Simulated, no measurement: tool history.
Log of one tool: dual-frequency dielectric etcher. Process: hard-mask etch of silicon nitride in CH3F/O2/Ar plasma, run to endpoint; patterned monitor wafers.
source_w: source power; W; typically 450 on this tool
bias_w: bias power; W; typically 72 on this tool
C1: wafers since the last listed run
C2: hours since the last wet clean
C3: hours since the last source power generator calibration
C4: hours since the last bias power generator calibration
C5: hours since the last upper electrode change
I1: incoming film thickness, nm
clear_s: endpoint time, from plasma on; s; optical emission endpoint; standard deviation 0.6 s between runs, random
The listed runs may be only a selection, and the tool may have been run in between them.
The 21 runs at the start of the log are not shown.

run 22 hour=300.5 | source_w=360 bias_w=82 | C1=2 C2=0.8 C3=15.1 C4=119.9 C5=117.4 | I1=54.8 | clear_s=79.3
run 23 hour=300.9 | source_w=370 bias_w=90 | C1=3 C2=1.2 C3=15.5 C4=120.3 C5=117.8 | I1=55.1 | clear_s=76.8
run 24 hour=309.9 | source_w=450 bias_w=58 | C1=78 C2=10.2 C3=24.5 C4=129.3 C5=126.8 | I1=54.9 | clear_s=78.6
run 25 hour=323.2 | source_w=450 bias_w=72 | C1=116 C2=23.5 C3=37.8 C4=142.6 C5=140.1 | I1=55.4 | clear_s=75.6
run 26 hour=338.3 | source_w=450 bias_w=72 | C1=131 C2=38.6 C3=52.9 C4=157.7 C5=155.2 | I1=55.1 | clear_s=75.4
run 27 hour=351.1 | source_w=550 bias_w=59 | C1=111 C2=51.4 C3=65.7 C4=170.5 C5=168.0 | I1=55.1 | clear_s=73.2
run 28 hour=358.3 | source_w=550 bias_w=88 | C1=62 C2=58.6 C3=72.9 C4=177.7 C5=175.2 | I1=54.7 | clear_s=65.6
run 29 hour=381.3 | source_w=450 bias_w=54 | C1=200 C2=81.6 C3=95.9 C4=200.7 C5=198.2 | I1=54.6 | clear_s=82.7
run 30 hour=393.2 | source_w=380 bias_w=82 | C1=103 C2=93.5 C3=107.8 C4=212.6 C5=210.1 | I1=54.9 | clear_s=77.3
run 31 hour=401.2 | source_w=400 bias_w=57 | C1=69 C2=101.5 C3=115.8 C4=220.6 C5=218.1 | I1=55.7 | clear_s=85.3
run 32 hour=452.6 | source_w=350 bias_w=72 | C1=448 C2=152.9 C3=167.2 C4=272.0 C5=269.5 | I1=54.8 | clear_s=82.1
run 33 hour=466.8 | source_w=450 bias_w=72 | C1=124 C2=167.1 C3=181.4 C4=286.2 C5=283.7 | I1=54.8 | clear_s=75.4
run 34 hour=479.5 | source_w=520 bias_w=87 | C1=110 C2=179.8 C3=194.1 C4=298.9 C5=296.4 | I1=54.7 | clear_s=67.7
run 35 hour=496.2 | source_w=450 bias_w=72 | C1=145 C2=196.5 C3=210.8 C4=315.6 C5=313.1 | I1=55.1 | clear_s=75.5
run 36 hour=511.1 | source_w=410 bias_w=90 | C1=130 C2=211.4 C3=225.7 C4=330.5 C5=328.0 | I1=55.5 | clear_s=73.2
run 37 hour=522.2 | source_w=500 bias_w=89 | C1=96 C2=222.5 C3=236.8 C4=341.6 C5=339.1 | I1=54.3 | clear_s=67.5

Below are 3 alternative next runs, each starting from the tool's condition after run 37. Predict each:
run A hour=522.6 | source_w=450 bias_w=72 | C1=3 C2=222.9 C3=237.2 C4=342.0 C5=339.5 | I1=55.0 | clear_s=?
run B hour=522.6 | source_w=450 bias_w=84 | C1=3 C2=222.9 C3=237.2 C4=342.0 C5=339.5 | I1=55.0 | clear_s=?
run C hour=522.6 | source_w=540 bias_w=80 | C1=3 C2=222.9 C3=237.2 C4=342.0 C5=339.5 | I1=55.0 | clear_s=?

run=A clear_s=76.7
run=B clear_s=73.1
run=C clear_s=69.1
What these runs would have given with no unlogged condition in the tool:
run=A clear_s=76.7
run=B clear_s=73.1
run=C clear_s=69.1

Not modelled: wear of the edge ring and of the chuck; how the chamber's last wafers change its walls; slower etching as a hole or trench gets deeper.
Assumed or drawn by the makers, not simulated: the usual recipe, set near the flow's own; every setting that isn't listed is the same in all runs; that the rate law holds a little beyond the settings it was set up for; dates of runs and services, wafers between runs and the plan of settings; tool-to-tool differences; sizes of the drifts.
